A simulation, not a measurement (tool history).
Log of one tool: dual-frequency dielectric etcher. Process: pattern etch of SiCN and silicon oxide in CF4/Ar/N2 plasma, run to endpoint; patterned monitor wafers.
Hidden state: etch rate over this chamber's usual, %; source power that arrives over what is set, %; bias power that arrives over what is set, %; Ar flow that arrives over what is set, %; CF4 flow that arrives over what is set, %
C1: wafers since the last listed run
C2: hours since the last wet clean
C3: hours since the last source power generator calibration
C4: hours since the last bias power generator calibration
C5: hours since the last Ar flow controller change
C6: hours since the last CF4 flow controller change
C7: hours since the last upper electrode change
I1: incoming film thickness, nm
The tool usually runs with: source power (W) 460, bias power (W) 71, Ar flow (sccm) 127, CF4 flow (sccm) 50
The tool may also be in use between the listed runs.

run 1 hour=0 | source_power_(W)=460 bias_power_(W)=66 Ar_flow_(sccm)=127 CF4_flow_(sccm)=50 | C1=0 C2=471.4 C3=3819.9 C4=1901.9 C5=4668.2 C6=4366.8 C7=5266.7 | I1=16.83 | endpoint_time_(s)=21.9
run 2 hour=106.4 | source_power_(W)=460 bias_power_(W)=66 Ar_flow_(sccm)=127 CF4_flow_(sccm)=50 | C1=1174 C2=577.8 C3=3926.3 C4=2008.3 C5=4774.6 C6=4473.2 C7=5373.1 | I1=16.81 | endpoint_time_(s)=22.7
-- hour=170.3 wet clean of the chamber
run 3 hour=297 | source_power_(W)=460 bias_power_(W)=71 Ar_flow_(sccm)=127 CF4_flow_(sccm)=50 | C1=1839 C2=126.7 C3=4116.9 C4=2198.9 C5=4965.2 C6=4663.8 C7=5563.7 | I1=16.82 | endpoint_time_(s)=22.9
run 4 hour=339.7 | source_power_(W)=460 bias_power_(W)=71 Ar_flow_(sccm)=113 CF4_flow_(sccm)=50 | C1=471 C2=169.4 C3=4159.6 C4=2241.6 C5=5007.9 C6=4706.5 C7=5606.4 | I1=16.76 | endpoint_time_(s)=22.1
-- hour=443.8 CF4 flow controller replaced
run 5 hour=446.4 | source_power_(W)=460 bias_power_(W)=71 Ar_flow_(sccm)=113 CF4_flow_(sccm)=50 | C1=1111 C2=276.1 C3=4266.3 C4=2348.3 C5=5114.6 C6=2.6 C7=5713.1 | I1=16.85 | endpoint_time_(s)=22.7
-- hour=502.1 wet clean of the chamber, repeated, since the last time left the tool worse
run 6 hour=513.9 | source_power_(W)=460 bias_power_(W)=71 Ar_flow_(sccm)=113 CF4_flow_(sccm)=50 | C1=480 C2=11.8 C3=4333.8 C4=2415.8 C5=5182.1 C6=70.1 C7=5780.6 | I1=16.87 | endpoint_time_(s)=21.2
-- hour=572.4 bias power generator calibrated
run 7 hour=572.9 | source_power_(W)=460 bias_power_(W)=71 Ar_flow_(sccm)=127 CF4_flow_(sccm)=50 | C1=607 C2=70.8 C3=4392.8 C4=0.5 C5=5241.1 C6=129.1 C7=5839.6 | I1=16.92 | endpoint_time_(s)=21.7
-- hour=629.8 Ar flow controller replaced
run 8 hour=677.2 | source_power_(W)=460 bias_power_(W)=71 Ar_flow_(sccm)=127 CF4_flow_(sccm)=50 | C1=1085 C2=175.1 C3=4497.1 C4=104.8 C5=47.4 C6=233.4 C7=5943.9 | I1=16.78 | endpoint_time_(s)=21.4
run 9 hour=746.6 | source_power_(W)=460 bias_power_(W)=71 Ar_flow_(sccm)=127 CF4_flow_(sccm)=50 | C1=766 C2=244.5 C3=4566.5 C4=174.2 C5=116.8 C6=302.8 C7=6013.3 | I1=16.92 | endpoint_time_(s)=21.9
run 10 hour=813 | source_power_(W)=460 bias_power_(W)=71 Ar_flow_(sccm)=127 CF4_flow_(sccm)=50 | C1=733 C2=310.9 C3=4632.9 C4=240.6 C5=183.2 C6=369.2 C7=6079.7 | I1=16.93 | endpoint_time_(s)=21.9
run 11 hour=897.9 | source_power_(W)=500 bias_power_(W)=88 Ar_flow_(sccm)=98 CF4_flow_(sccm)=50 | C1=937 C2=395.8 C3=4717.8 C4=325.5 C5=268.1 C6=454.1 C7=6164.6 | I1=16.76 | endpoint_time_(s)=18.7
run 12 hour=959.5 | source_power_(W)=460 bias_power_(W)=71 Ar_flow_(sccm)=155 CF4_flow_(sccm)=50 | C1=680 C2=457.4 C3=4779.4 C4=387.1 C5=329.7 C6=515.7 C7=6226.2 | I1=16.79 | endpoint_time_(s)=22.6
-- hour=1005.7 wet clean of the chamber
run 13 hour=1053.2 | source_power_(W)=460 bias_power_(W)=71 Ar_flow_(sccm)=127 CF4_flow_(sccm)=50 | C1=769 C2=47.5 C3=4873.1 C4=480.8 C5=423.4 C6=609.4 C7=6319.9 | I1=16.88 | endpoint_time_(s)=21.5
run 14 hour=1089.5 | source_power_(W)=410 bias_power_(W)=71 Ar_flow_(sccm)=127 CF4_flow_(sccm)=50 | C1=400 C2=83.8 C3=4909.4 C4=517.1 C5=459.7 C6=645.7 C7=6356.2 | I1=16.6 | endpoint_time_(s)=23.2
-- hour=1177.3 upper electrode replaced
run 15 hour=1183.3 | source_power_(W)=550 bias_power_(W)=81 Ar_flow_(sccm)=127 CF4_flow_(sccm)=50 | C1=770 C2=177.6 C3=5003.2 C4=610.9 C5=553.5 C6=739.5 C7=6 | I1=16.81 | endpoint_time_(s)=18.2
run 16 hour=1231.9 | source_power_(W)=540 bias_power_(W)=89 Ar_flow_(sccm)=113 CF4_flow_(sccm)=53 | C1=536 C2=226.2 C3=5051.8 C4=659.5 C5=602.1 C6=788.1 C7=54.6 | I1=16.72 | endpoint_time_(s)=17.6
-- hour=1259.7 source power generator calibrated
run 17 hour=1334.9 | source_power_(W)=460 bias_power_(W)=71 Ar_flow_(sccm)=127 CF4_flow_(sccm)=56 | C1=1093 C2=329.2 C3=75.2 C4=762.5 C5=705.1 C6=891.1 C7=157.6 | I1=16.85 | endpoint_time_(s)=21.6
run 18 hour=1442 | source_power_(W)=400 bias_power_(W)=71 Ar_flow_(sccm)=127 CF4_flow_(sccm)=50 | C1=1182 C2=436.3 C3=182.3 C4=869.6 C5=812.2 C6=998.2 C7=264.7 | I1=16.85 | endpoint_time_(s)=24.6
run 19 hour=1521.1 | source_power_(W)=460 bias_power_(W)=71 Ar_flow_(sccm)=127 CF4_flow_(sccm)=50 | C1=873 C2=515.4 C3=261.4 C4=948.7 C5=891.3 C6=1077.3 C7=343.8 | I1=16.62 | endpoint_time_(s)=21.9
-- hour=1558.2 wet clean of the chamber
run 20 hour=1675.8 | source_power_(W)=460 bias_power_(W)=71 Ar_flow_(sccm)=136 CF4_flow_(sccm)=50 | C1=1443 C2=117.6 C3=416.1 C4=1103.4 C5=1046 C6=1232 C7=498.5 | I1=16.69 | endpoint_time_(s)=21.5
run 21 hour=1723.6 | source_power_(W)=460 bias_power_(W)=78 Ar_flow_(sccm)=101 CF4_flow_(sccm)=50 | C1=527 C2=165.4 C3=463.9 C4=1151.2 C5=1093.8 C6=1279.8 C7=546.3 | I1=16.84 | endpoint_time_(s)=20.5
run 22 hour=1767.6 | source_power_(W)=460 bias_power_(W)=71 Ar_flow_(sccm)=127 CF4_flow_(sccm)=50 | C1=485 C2=209.4 C3=507.9 C4=1195.2 C5=1137.8 C6=1323.8 C7=590.3 | I1=16.83 | endpoint_time_(s)=21.9
run 23 hour=1809.4 | source_power_(W)=460 bias_power_(W)=71 Ar_flow_(sccm)=151 CF4_flow_(sccm)=57 | C1=461 C2=251.2 C3=549.7 C4=1237 C5=1179.6 C6=1365.6 C7=632.1 | I1=16.7 | endpoint_time_(s)=21.9
run 24 hour=1852.2 | source_power_(W)=460 bias_power_(W)=59 Ar_flow_(sccm)=127 CF4_flow_(sccm)=50 | C1=472 C2=294 C3=592.5 C4=1279.8 C5=1222.4 C6=1408.4 C7=674.9 | I1=16.84 | endpoint_time_(s)=22.7
run 25 hour=1896.8 | source_power_(W)=460 bias_power_(W)=89 Ar_flow_(sccm)=127 CF4_flow_(sccm)=42 | C1=492 C2=338.6 C3=637.1 C4=1324.4 C5=1267 C6=1453 C7=719.5 | I1=16.86 | endpoint_time_(s)=21.5

The tool's hidden state at each run:
source power that arrives over what is set, %: 0 on each run
bias power that arrives over what is set, %: 0 on each run
Ar flow that arrives over what is set, %: 0 on each run
CF4 flow that arrives over what is set, %: 0 on each run
H1: etch rate over this chamber's usual, %
run=1 H1=-2.28
run=2 H1=-2.78
run=3 H1=-5.97
run=4 H1=-6.17
run=5 H1=-6.67
run=6 H1=-0.052
run=7 H1=-0.327
run=8 H1=-0.812
run=9 H1=-1.14
run=10 H1=-1.44
run=11 H1=-1.84
run=12 H1=-2.13
run=13 H1=-0.183
run=14 H1=-0.352
run=15 H1=-0.789
run=16 H1=-1.02
run=17 H1=-1.49
run=18 H1=-1.99
run=19 H1=-2.36
run=20 H1=-0.871
run=21 H1=-1.09
run=22 H1=-1.3
run=23 H1=-1.49
run=24 H1=-1.69
run=25 H1=-1.9

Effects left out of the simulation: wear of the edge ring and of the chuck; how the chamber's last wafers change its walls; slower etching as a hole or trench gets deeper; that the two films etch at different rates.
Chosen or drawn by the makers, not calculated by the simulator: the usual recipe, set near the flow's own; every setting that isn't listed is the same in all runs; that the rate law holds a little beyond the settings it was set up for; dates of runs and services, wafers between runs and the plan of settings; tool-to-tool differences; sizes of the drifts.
